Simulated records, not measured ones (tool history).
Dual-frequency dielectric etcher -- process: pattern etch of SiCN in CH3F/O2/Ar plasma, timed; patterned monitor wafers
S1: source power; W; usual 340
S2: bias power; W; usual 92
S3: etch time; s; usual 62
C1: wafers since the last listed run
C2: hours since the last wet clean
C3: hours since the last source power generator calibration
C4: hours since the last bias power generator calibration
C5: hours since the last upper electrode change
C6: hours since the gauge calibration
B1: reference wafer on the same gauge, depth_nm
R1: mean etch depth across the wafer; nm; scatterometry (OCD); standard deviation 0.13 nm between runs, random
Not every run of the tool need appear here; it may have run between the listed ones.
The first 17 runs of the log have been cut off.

| run | day | S1 | S2 | S3 | C1 | C2 | C3 | C4 | C5 | C6 | B1 | R1 |
|---|---|---|---|---|---|---|---|---|---|---|---|---|
| 18 | 38.138 | 370 | 105 | 75 | 493 | 112.3 | 1530.8 | 728.1 | 244.6 | 2237.4 | 21.31 | 29.07 |
| 19 | 40.617 | 340 | 110 | 62 | 749 | 171.8 | 1590.3 | 787.6 | 304.1 | 2296.9 | 21.26 | 23.43 |
|  | 42.55 | gauge calibrated |
| 20 | 42.979 | 260 | 92 | 62 | 714 | 228.5 | 1647 | 844.3 | 360.8 | 10.3 | 21.29 | 19.53 |
| 21 | 45.079 | 340 | 92 | 62 | 634 | 278.9 | 1697.4 | 894.7 | 411.2 | 60.7 | 21.3 | 22.63 |
| 22 | 47.342 | 370 | 92 | 47 | 684 | 333.2 | 1751.7 | 949 | 465.5 | 115 | 21.29 | 18.02 |
|  | 47.617 | source power generator calibrated |
| 23 | 48.629 | 340 | 106 | 48.5 | 338 | 364.1 | 24.3 | 979.9 | 496.4 | 145.9 | 21.31 | 18.59 |
| 24 | 49.738 | 290 | 98 | 67 | 335 | 390.7 | 50.9 | 1006.5 | 523 | 172.5 | 21.31 | 23.23 |
| 25 | 51.333 | 340 | 92 | 62 | 482 | 429 | 89.2 | 1044.8 | 561.3 | 210.8 | 21.29 | 23.13 |
|  | 53.929 | wet clean of the chamber |
| 26 | 53.95 | 340 | 92 | 62 | 488 | 0.5 | 152 | 1107.6 | 624.1 | 273.6 | 21.25 | 22.88 |
| 27 | 56.721 | 340 | 92 | 62 | 837 | 67 | 218.5 | 1174.1 | 690.6 | 340.1 | 21.3 | 23.09 |
| 28 | 57.917 | 340 | 92 | 62 | 361 | 95.7 | 247.2 | 1202.8 | 719.3 | 368.8 | 21.34 | 23.02 |
| 29 | 62.283 | 340 | 92 | 62 | 1320 | 200.5 | 352 | 1307.6 | 824.1 | 473.6 | 21.3 | 22.92 |
| 30 | 64.162 | 320 | 112 | 67.5 | 568 | 245.6 | 397.1 | 1352.7 | 869.2 | 518.7 | 21.27 | 25.13 |
| 31 | 66.375 | 340 | 78 | 44.5 | 668 | 298.7 | 450.2 | 1405.8 | 922.3 | 571.8 | 21.29 | 16.17 |

What if the next run were any one of these 3? Each begins from the tool's condition after run 31:
| A | 66.392 | 340 | 92 | 50 | 5 | 299.1 | 450.6 | 1406.2 | 922.7 | 572.2 | ? | ? |
| B | 66.392 | 340 | 86 | 72.5 | 5 | 299.1 | 450.6 | 1406.2 | 922.7 | 572.2 | ? | ? |
| C | 66.392 | 340 | 84 | 51 | 5 | 299.1 | 450.6 | 1406.2 | 922.7 | 572.2 | ? | ? |

| run | B1 | R1 |
|---|---|---|
| A | 21.3 | 18.6 |
| B | 21.3 | 26.59 |
| C | 21.3 | 18.62 |
Had the tool no hidden state, the same runs would have come out as:
| run | R1 |
|---|---|
| A | 18.71 |
| B | 26.75 |
| C | 18.73 |
